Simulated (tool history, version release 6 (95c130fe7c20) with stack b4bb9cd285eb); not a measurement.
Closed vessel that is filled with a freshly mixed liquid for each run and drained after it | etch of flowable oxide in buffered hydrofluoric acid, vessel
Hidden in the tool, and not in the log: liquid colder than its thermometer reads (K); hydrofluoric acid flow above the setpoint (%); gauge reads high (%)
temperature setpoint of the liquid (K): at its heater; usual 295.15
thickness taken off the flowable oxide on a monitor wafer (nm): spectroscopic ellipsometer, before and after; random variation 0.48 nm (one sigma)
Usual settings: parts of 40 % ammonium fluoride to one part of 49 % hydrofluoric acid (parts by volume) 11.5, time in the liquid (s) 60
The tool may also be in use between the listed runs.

run	day	temperature setpoint of the liquid (K)	parts of 40 % ammonium fluoride to one part of 49 % hydrofluoric acid (parts by volume)	time in the liquid (s)	wafers since the last listed run	hours since the thermometer was replaced	hours since the hydrofluoric acid flow meter was replaced	hours since the gauge calibration	read-back film thickness of the flowable oxide reference wafer, read on the same gauge (nm)	thickness taken off the flowable oxide on a monitor wafer (nm)
1	0	295.15	11.5	35	0	677.7	1873.8	118.1	70.02	45.53
2	1.383	295.15	11.5	35	4881	710.9	1907	151.3	70.01	45.89
3	2.488	298.65	11.5	75	3896	737.4	1933.5	177.8	69.99	118.22
4	3.617	295.15	11.5	85	3984	764.5	1960.6	204.9	70	110.3
5	4.35	294.15	11.5	60	2587	782.1	1978.2	222.5	69.95	74.57
6	5.946	294.15	11.5	60	5631	820.4	2016.5	260.8	70	73.45
7	7.188	294.15	11.5	60	4381	850.2	2046.3	290.6	70.02	73.15
8	8.271	295.15	11.5	60	3822	876.2	2072.3	316.6	70.05	78.45
# day 9.262: gauge calibrated
9	9.492	295.15	11.5	60	4307	905.5	2101.6	5.5	70.04	77.27
10	10.688	295.15	11.5	60	4219	934.2	2130.3	34.2	69.99	78.09
# day 10.942: hydrofluoric acid flow meter replaced
11	12.092	295.15	11.5	60	4807	967.9	27.6	67.9	69.97	69.47
12	12.9	295.15	11.5	60	2852	987.3	47	87.3	69.98	69.03
13	13.688	295.15	11.5	60	2778	1006.2	65.9	106.2	70.02	70.06
# day 13.8: thermometer replaced
14	15.146	298.15	11.5	70	4998	32.3	100.9	141.2	69.97	104.03
15	15.742	298.65	8	60	2102	46.6	115.2	155.5	69.96	128.4
16	16.808	296.65	10	45	3763	72.2	140.8	181.1	70.04	70.7
17	18.2	295.15	11.5	40	4910	105.6	174.2	214.5	69.94	50.81
18	19.612	290.65	14.5	80	4984	139.5	208.1	248.4	69.97	62.81
19	20.25	298.15	11.5	70	2249	154.8	223.4	263.7	70.01	103.79
20	21.662	293.65	7.5	85	4984	188.7	257.3	297.6	69.99	146.15
# day 22.225: gauge calibrated
21	22.362	295.15	11.5	60	2470	205.5	274.1	3.3	70.01	75.83
22	23.342	292.15	7	40	3455	229	297.6	26.8	70.01	68.16
23	24.162	297.65	11.5	80	2896	248.7	317.3	46.5	70.01	114.42

Some steps in thickness taken off the flowable oxide on a monitor wafer (nm) between neighbouring runs. How much of each would the tool show without its hidden state too (settings, what came in, random variation), and how much is left for the hidden state, with any gauge scatter that isn't in both results?
Run 2 -> 3: temperature setpoint of the liquid (K) 295.15 -> 298.65, time in the liquid (s) 35 -> 75. thickness taken off the flowable oxide on a monitor wafer (nm) +72.33: hidden state +2.61, all else +69.72.
Run 10 -> 11: hydrofluoric acid flow meter replaced. thickness taken off the flowable oxide on a monitor wafer (nm) -8.62: hidden state -8.38, all else -0.24.
Run 13 -> 14: temperature setpoint of the liquid (K) 295.15 -> 298.15, time in the liquid (s) 60 -> 70, thermometer replaced. thickness taken off the flowable oxide on a monitor wafer (nm) +33.97: hidden state +6.49, all else +27.48.
Run 20 -> 21: temperature setpoint of the liquid (K) 293.65 -> 295.15, parts of 40 % ammonium fluoride to one part of 49 % hydrofluoric acid (parts by volume) 7.5 -> 11.5, time in the liquid (s) 85 -> 60, gauge calibrated. thickness taken off the flowable oxide on a monitor wafer (nm) -70.32: hidden state +0.03, all else -70.35.
